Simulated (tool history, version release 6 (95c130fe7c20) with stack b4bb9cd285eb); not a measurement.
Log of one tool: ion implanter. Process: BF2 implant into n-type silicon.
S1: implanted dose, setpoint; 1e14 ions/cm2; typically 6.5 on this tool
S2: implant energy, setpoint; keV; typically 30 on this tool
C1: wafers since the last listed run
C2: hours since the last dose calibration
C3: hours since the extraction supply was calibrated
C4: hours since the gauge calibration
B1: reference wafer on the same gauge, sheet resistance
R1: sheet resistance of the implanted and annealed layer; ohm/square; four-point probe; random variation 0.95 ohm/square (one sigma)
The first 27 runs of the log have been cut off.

run,hour,S1,S2,C1,C2,C3,C4,B1,R1
# hour 2358.5: gauge calibrated
# hour 2370.9: Faraday cup replaced and dose calibrated
28,2600.5,6.5,30,2732,229.6,502.6,242,153.75,185.75
29,2651.9,7.36,30,476,281,554,293.4,153.83,169.06
30,2715.5,5.67,30,589,344.6,617.6,357,154.1,206.81
31,2764.2,5.6,30,451,393.3,666.3,405.7,154.22,207.87
32,2822.5,5.88,26.5,540,451.6,724.6,464,154.35,203.21
33,2907.3,4.67,30,786,536.4,809.4,548.8,153.82,240.77
34,2978.9,5.85,33,664,608,881,620.4,154.01,199.43
35,3269.7,6.5,30,2697,898.8,1171.8,911.2,154.27,184.35
36,3306.8,6.5,30,344,935.9,1208.9,948.3,154.09,182.53

What if the next run were any one of these 5? Each begins from the tool's condition after run 36:
A,3307.2,6.5,30,3,936.3,1209.3,948.7,?,?
B,3307.2,7.92,24,3,936.3,1209.3,948.7,?,?
C,3307.2,7.74,25,3,936.3,1209.3,948.7,?,?
D,3307.2,7.6,33,3,936.3,1209.3,948.7,?,?
E,3307.2,7.05,21.5,3,936.3,1209.3,948.7,?,?

run,B1,R1
A,154.01,182.44
B,154.01,165.65
C,154.01,166.54
D,154.01,159.07
E,154.01,183.47
Had the tool no hidden state, the same runs would have come out as:
run,R1
A,185.92
B,168.26
C,169.25
D,162
E,186.46
